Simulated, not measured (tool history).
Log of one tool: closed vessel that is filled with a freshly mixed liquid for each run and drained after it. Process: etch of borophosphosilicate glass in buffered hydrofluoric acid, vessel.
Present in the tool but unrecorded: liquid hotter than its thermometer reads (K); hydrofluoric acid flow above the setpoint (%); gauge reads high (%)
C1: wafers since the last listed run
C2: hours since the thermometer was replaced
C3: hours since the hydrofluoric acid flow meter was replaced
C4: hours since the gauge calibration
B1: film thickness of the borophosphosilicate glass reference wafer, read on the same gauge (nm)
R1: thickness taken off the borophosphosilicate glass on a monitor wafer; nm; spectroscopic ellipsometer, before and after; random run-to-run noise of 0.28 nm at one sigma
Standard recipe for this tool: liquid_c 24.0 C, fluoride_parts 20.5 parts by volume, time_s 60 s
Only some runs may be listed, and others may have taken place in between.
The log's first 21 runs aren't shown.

{"run": 22, "hour": 563.2, "liquid_c": 24.0, "fluoride_parts": 20.5, "time_s": 60, "C1": 2899, "C2": 284.5, "C3": 392.6, "C4": 318.4, "B1": 110.03, "R1": 37.86}
{"run": 23, "hour": 589.9, "liquid_c": 24.0, "fluoride_parts": 24.5, "time_s": 60, "C1": 2955, "C2": 311.2, "C3": 419.3, "C4": 345.1, "B1": 110.03, "R1": 33.38}
{"run": 24, "hour": 604.6, "liquid_c": 19.5, "fluoride_parts": 25.5, "time_s": 85, "C1": 1626, "C2": 325.9, "C3": 434.0, "C4": 359.8, "B1": 110.02, "R1": 35.66}
{"run": 25, "hour": 625.9, "liquid_c": 24.0, "fluoride_parts": 20.5, "time_s": 60, "C1": 2357, "C2": 347.2, "C3": 455.3, "C4": 381.1, "B1": 109.99, "R1": 38.25}
{"run": 26, "hour": 698.8, "liquid_c": 24.0, "fluoride_parts": 20.5, "time_s": 60, "C1": 8068, "C2": 420.1, "C3": 528.2, "C4": 454.0, "B1": 110.04, "R1": 38.12}
{"run": 27, "hour": 718.0, "liquid_c": 27.0, "fluoride_parts": 13.5, "time_s": 60, "C1": 2125, "C2": 439.3, "C3": 547.4, "C4": 473.2, "B1": 109.98, "R1": 67.94}
{"hour": 726.2, "done": "hydrofluoric acid flow meter replaced"}
{"run": 28, "hour": 731.4, "liquid_c": 28.5, "fluoride_parts": 13.5, "time_s": 45, "C1": 1372, "C2": 452.7, "C3": 5.2, "C4": 486.6, "B1": 110.0, "R1": 53.15}
{"run": 29, "hour": 754.8, "liquid_c": 20.0, "fluoride_parts": 13.0, "time_s": 95, "C1": 2589, "C2": 476.1, "C3": 28.6, "C4": 510.0, "B1": 109.93, "R1": 73.59}
{"run": 30, "hour": 775.1, "liquid_c": 20.0, "fluoride_parts": 25.5, "time_s": 30, "C1": 2246, "C2": 496.4, "C3": 48.9, "C4": 530.3, "B1": 110.01, "R1": 12.93}

Branching from run 30: 5 alternative next runs. What would each branch give?
{"run": "A", "hour": 775.8, "liquid_c": 24.0, "fluoride_parts": 20.5, "time_s": 60, "C1": 77, "C2": 497.1, "C3": 49.6, "C4": 531.0, "B1": "?", "R1": "?"}
{"run": "B", "hour": 775.8, "liquid_c": 26.5, "fluoride_parts": 18.5, "time_s": 60, "C1": 77, "C2": 497.1, "C3": 49.6, "C4": 531.0, "B1": "?", "R1": "?"}
{"run": "C", "hour": 775.8, "liquid_c": 22.0, "fluoride_parts": 14.0, "time_s": 80, "C1": 77, "C2": 497.1, "C3": 49.6, "C4": 531.0, "B1": "?", "R1": "?"}
{"run": "D", "hour": 775.8, "liquid_c": 28.5, "fluoride_parts": 25.0, "time_s": 90, "C1": 77, "C2": 497.1, "C3": 49.6, "C4": 531.0, "B1": "?", "R1": "?"}
{"run": "E", "hour": 775.8, "liquid_c": 21.5, "fluoride_parts": 28.0, "time_s": 60, "C1": 77, "C2": 497.1, "C3": 49.6, "C4": 531.0, "B1": "?", "R1": "?"}

run=A B1=109.97 R1=37.17
run=B B1=109.97 R1=46.79
run=C B1=109.97 R1=64.42
run=D B1=109.97 R1=61.90
run=E B1=109.97 R1=26.13
With the hidden condition removed and each run's random variation left untouched, the same runs would have given:
run=A R1=37.05
run=B R1=46.57
run=C R1=64.12
run=D R1=61.70
run=E R1=26.04
